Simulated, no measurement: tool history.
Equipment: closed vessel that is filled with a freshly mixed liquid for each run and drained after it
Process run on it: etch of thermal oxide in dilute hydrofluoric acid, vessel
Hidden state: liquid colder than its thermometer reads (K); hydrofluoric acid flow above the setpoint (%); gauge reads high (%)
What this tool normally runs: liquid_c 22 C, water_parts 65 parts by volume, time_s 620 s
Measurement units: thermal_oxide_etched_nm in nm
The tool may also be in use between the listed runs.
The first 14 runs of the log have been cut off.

run    hour  liquid_c  water_parts  time_s  wafers since the last listed run  hours since the thermometer was replaced  hours since the hydrofluoric acid flow meter was replaced  hours since the gauge calibration  read-back film thickness of the thermal oxide reference wafer, read on the same gauge (nm)  thermal_oxide_etched_nm
 15   683.7        22           65     930                              2945                                     274.5                                                      308.2                              192.3                                                                                       70.04                    66.67
 16   741.1        20           75     490                              3172                                     331.9                                                      365.6                              249.7                                                                                       69.99                    28.25
 17     779        22           65     725                              2094                                     369.8                                                      403.5                              287.6                                                                                       69.99                    52.88
 18   843.8        22           90     380                              3581                                     434.6                                                      468.3                              352.4                                                                                       70.07                    19.41
 19   882.7        27           80     485                              2149                                     473.5                                                      507.2                              391.3                                                                                       69.98                    34.06
 20   911.1        20           95     620                              1569                                     501.9                                                      535.6                              419.7                                                                                       69.97                    27.02
 21   945.3        22           65     445                              1890                                     536.1                                                      569.8                              453.9                                                                                       69.99                    32.32
 22  1012.6        22           90     620                              3719                                     603.4                                                      637.1                              521.2                                                                                       69.94                    31.42
 23  1055.3      20.5           85     915                              2359                                     646.1                                                      679.8                              563.9                                                                                       70.04                    45.97
 24  1118.4        19           65     410                              3487                                     709.2                                                      742.9                                627                                                                                       69.97                    26.01
 25  1152.5        17           40     785                              1884                                     743.3                                                        777                              661.1                                                                                       70.01                    75.37
 26  1176.5        22           65     620                              1326                                     767.3                                                        801                              685.1                                                                                       69.99                    44.19
       1221  -- thermometer replaced
 27  1244.8        22           75     620                              3719                                      23.8                                                      869.3                              753.4                                                                                       69.98                    42.17
     1304.5  -- hydrofluoric acid flow meter replaced
 28  1309.8        22           65     620                              3536                                      88.8                                                        5.3                              818.4                                                                                       69.93                    45.47
 29  1379.1      20.5           65     525                              3829                                     158.1                                                       74.6                              887.7                                                                                       69.99                    36.27
 30  1407.8        25           65     895                              1586                                     186.8                                                      103.3                              916.4                                                                                       69.98                    72.84
 31    1458        22           65     620                              2774                                       237                                                      153.5                              966.6                                                                                          70                     44.7
 32  1506.5        20           85     785                              2680                                     285.5                                                        202                             1015.1                                                                                       70.02                    39.03

Forecast each of these 5 alternatives for the next run:
  A  1507.3        22           65     620                                44                                     286.3                                                      202.8                             1015.9                                                                                           ?                        ?
  B  1507.3      20.5           95     885                                44                                     286.3                                                      202.8                             1015.9                                                                                           ?                        ?
  C  1507.3        26           50     895                                44                                     286.3                                                      202.8                             1015.9                                                                                           ?                        ?
  D  1507.3        22           50     495                                44                                     286.3                                                      202.8                             1015.9                                                                                           ?                        ?
  E  1507.3      23.5           65     620                                44                                     286.3                                                      202.8                             1015.9                                                                                           ?                        ?

run  read-back film thickness of the thermal oxide reference wafer, read on the same gauge (nm)  thermal_oxide_etched_nm
  A                                                                                       70.01                    44.94
  B                                                                                       70.01                    39.85
  C                                                                                       70.01                   101.36
  D                                                                                       70.01                    47.49
  E                                                                                       70.01                    47.82
Had the tool no hidden state, the same runs would have come out as:
run  thermal_oxide_etched_nm
  A                    45.59
  B                    40.39
  C                   102.77
  D                    48.21
  E                    48.49
